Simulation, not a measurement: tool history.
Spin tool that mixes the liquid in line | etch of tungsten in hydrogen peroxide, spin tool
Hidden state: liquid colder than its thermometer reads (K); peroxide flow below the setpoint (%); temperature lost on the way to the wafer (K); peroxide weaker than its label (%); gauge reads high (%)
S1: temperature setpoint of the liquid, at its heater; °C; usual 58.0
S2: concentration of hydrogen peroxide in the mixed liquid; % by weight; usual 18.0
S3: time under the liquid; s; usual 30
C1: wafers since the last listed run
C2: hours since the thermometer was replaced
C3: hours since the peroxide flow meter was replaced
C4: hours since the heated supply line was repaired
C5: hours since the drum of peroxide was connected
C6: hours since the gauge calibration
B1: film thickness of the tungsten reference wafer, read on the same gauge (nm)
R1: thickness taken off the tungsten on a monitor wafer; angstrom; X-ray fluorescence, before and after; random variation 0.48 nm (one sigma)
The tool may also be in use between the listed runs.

run,hour,S1,S2,S3,C1,C2,C3,C4,C5,C6,B1,R1
1,0.0,58.0,16.0,40,0,1118.4,53.2,2867.0,667.7,1879.2,62.03,840.4
2,97.0,58.0,18.0,30,1177,1215.4,150.2,2964.0,764.7,1976.2,62.10,662.6
# hour 102.5: new drum of peroxide connected
3,191.2,58.0,20.0,30,1131,1309.6,244.4,3058.2,88.7,2070.4,62.09,705.7
4,289.5,65.5,18.0,30,1192,1407.9,342.7,3156.5,187.0,2168.7,62.15,1033.4
5,365.6,52.5,18.0,30,923,1484.0,418.8,3232.6,263.1,2244.8,62.17,485.0
6,408.0,62.5,18.0,45,514,1526.4,461.2,3275.0,305.5,2287.2,62.16,1294.0
7,482.1,58.0,18.0,30,899,1600.5,535.3,3349.1,379.6,2361.3,62.22,662.2
# hour 589.8: heated supply line repaired
8,685.0,66.0,18.0,30,2450,1803.4,738.2,95.2,582.5,2564.2,62.24,1054.6
9,752.7,52.5,22.0,45,821,1871.1,805.9,162.9,650.2,2631.9,62.25,791.0
# hour 786.8: thermometer replaced
10,820.0,58.0,21.5,30,804,33.2,873.2,230.2,717.5,2699.2,62.27,730.9
# hour 850.0: peroxide flow meter replaced
# hour 873.0: gauge calibrated
# hour 904.6: new drum of peroxide connected
11,905.1,58.0,14.5,20,1008,118.3,55.1,315.3,0.5,32.1,60.14,389.9
12,945.6,58.0,18.0,20,491,158.8,95.6,355.8,41.0,72.6,60.27,433.2
13,1043.8,65.0,20.5,20,1191,257.0,193.8,454.0,139.2,170.8,60.59,698.0
14,1126.6,58.0,19.5,30,1004,339.8,276.6,536.8,222.0,253.6,60.71,686.3
15,1199.9,58.0,21.0,30,889,413.1,349.9,610.1,295.3,326.9,60.89,700.1
16,1261.0,58.0,18.0,30,741,474.2,411.0,671.2,356.4,388.0,60.97,657.7
17,1343.1,64.0,19.5,50,996,556.3,493.1,753.3,438.5,470.1,61.18,1623.4
18,1429.5,58.0,18.0,30,1048,642.7,579.5,839.7,524.9,556.5,61.27,657.7
19,1503.1,58.0,18.0,30,893,716.3,653.1,913.3,598.5,630.1,61.33,663.5
20,1609.4,53.0,15.5,40,1289,822.6,759.4,1019.6,704.8,736.4,61.53,607.8
# hour 1662.5: new drum of peroxide connected
21,1669.8,58.0,15.0,20,720,883.0,819.8,1080.0,7.3,796.8,61.60,403.7
22,1750.8,52.5,22.0,45,982,964.0,900.8,1161.0,88.3,877.8,61.71,793.1
23,1797.7,58.0,18.0,30,569,1010.9,947.7,1207.9,135.2,924.7,61.75,669.6
24,1881.8,58.0,20.5,30,1020,1095.0,1031.8,1292.0,219.3,1008.8,61.86,702.1
# hour 1884.9: peroxide flow meter replaced
25,1989.5,58.0,21.0,30,1294,1202.7,104.6,1399.7,327.0,1116.5,61.96,722.7
26,2041.1,62.5,22.0,45,626,1254.3,156.2,1451.3,378.6,1168.1,61.97,1418.9

Forecast each of these 4 alternatives for the next run:
A,2041.5,58.0,18.0,15,4,1254.7,156.6,1451.7,379.0,1168.5,?,?
B,2041.5,48.5,14.0,30,4,1254.7,156.6,1451.7,379.0,1168.5,?,?
C,2041.5,54.5,16.5,20,4,1254.7,156.6,1451.7,379.0,1168.5,?,?
D,2041.5,62.5,18.0,30,4,1254.7,156.6,1451.7,379.0,1168.5,?,?

run,B1,R1
A,61.96,332.9
B,61.96,332.3
C,61.96,345.9
D,61.96,862.0
Without the tool's hidden state the same runs would have given:
run,R1
A,322.2
B,321.6
C,334.7
D,834.3
